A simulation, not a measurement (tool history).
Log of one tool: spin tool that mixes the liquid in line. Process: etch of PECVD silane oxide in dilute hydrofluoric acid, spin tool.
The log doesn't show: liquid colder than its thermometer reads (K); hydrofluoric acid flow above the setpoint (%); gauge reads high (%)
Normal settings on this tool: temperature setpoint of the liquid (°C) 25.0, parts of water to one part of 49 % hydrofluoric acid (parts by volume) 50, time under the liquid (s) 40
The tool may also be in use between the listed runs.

run,hour,temperature setpoint of the liquid (°C),parts of water to one part of 49 % hydrofluoric acid (parts by volume),time under the liquid (s),wafers since the last listed run,hours since the thermometer was replaced,hours since the hydrofluoric acid flow meter was replaced,hours since the gauge calibration,"read-back film thickness of the PECVD silane oxide reference wafer, read on the same gauge (nm)",thickness taken off the PECVD silane oxide on a monitor wafer (Å)
1,0.0,25.0,65,40,0,1345.4,62.3,668.3,123.28,116.0
2,49.4,25.0,65,40,448,1394.8,111.7,717.7,123.32,115.3
# hour 88.9: gauge calibrated
3,104.5,25.0,60,25,500,1449.9,166.8,15.6,119.81,77.1
4,132.9,25.0,60,25,257,1478.3,195.2,44.0,120.16,77.1
5,168.0,25.0,50,40,318,1513.4,230.3,79.1,120.62,149.8
6,217.7,25.0,50,40,451,1563.1,280.0,128.8,121.07,151.8
7,259.1,25.0,50,40,375,1604.5,321.4,170.2,121.38,150.1
# hour 310.7: hydrofluoric acid flow meter replaced
8,321.2,25.0,50,40,554,1666.6,10.5,232.3,121.78,153.7
9,358.6,26.5,50,40,339,1704.0,47.9,269.7,121.94,161.1
10,383.3,26.5,50,40,224,1728.7,72.6,294.4,122.05,160.8
# hour 393.8: thermometer replaced
11,434.8,25.0,50,40,458,41.0,124.1,345.9,122.22,152.9
12,482.9,21.5,35,30,436,89.1,172.2,394.0,122.38,143.2
13,617.2,25.0,30,50,1219,223.4,306.5,528.3,122.63,328.3
14,649.2,25.0,30,20,290,255.4,338.5,560.3,122.68,131.1
15,679.6,21.0,70,55,276,285.8,368.9,590.7,122.73,123.3
# hour 714.2: hydrofluoric acid flow meter replaced
16,736.8,26.5,65,20,510,343.0,22.6,647.9,122.78,61.9
# hour 765.3: gauge calibrated
17,800.7,21.5,40,25,580,406.9,86.5,35.4,120.21,101.2
18,849.1,25.0,50,40,439,455.3,134.9,83.8,120.80,148.5
19,887.1,20.5,50,40,345,493.3,172.9,121.8,121.14,124.7
20,923.7,28.0,50,65,332,529.9,209.5,158.4,121.48,274.4
21,956.6,25.0,50,40,298,562.8,242.4,191.3,121.69,150.9
22,1018.5,22.5,25,45,562,624.7,304.3,253.2,122.04,320.2
23,1085.2,25.0,45,40,605,691.4,371.0,319.9,122.32,171.0

Pick out some run-to-run changes in thickness taken off the PECVD silane oxide on a monitor wafer (Å). Of each, how much would a tool without hidden state show as well, from the settings, what came in and chance, and how much is left for the hidden state and any gauge scatter not in both results compared?
Run 12 -> 13: temperature setpoint of the liquid (°C) 21.5 -> 25.0, parts of water to one part of 49 % hydrofluoric acid (parts by volume) 35 -> 30, time under the liquid (s) 30 -> 50. thickness taken off the PECVD silane oxide on a monitor wafer (Å) +185.1: hidden state +4.2, all else +180.9.
Run 13 -> 14: time under the liquid (s) 50 -> 20. thickness taken off the PECVD silane oxide on a monitor wafer (Å) -197.2: hidden state -4.2, all else -193.0.
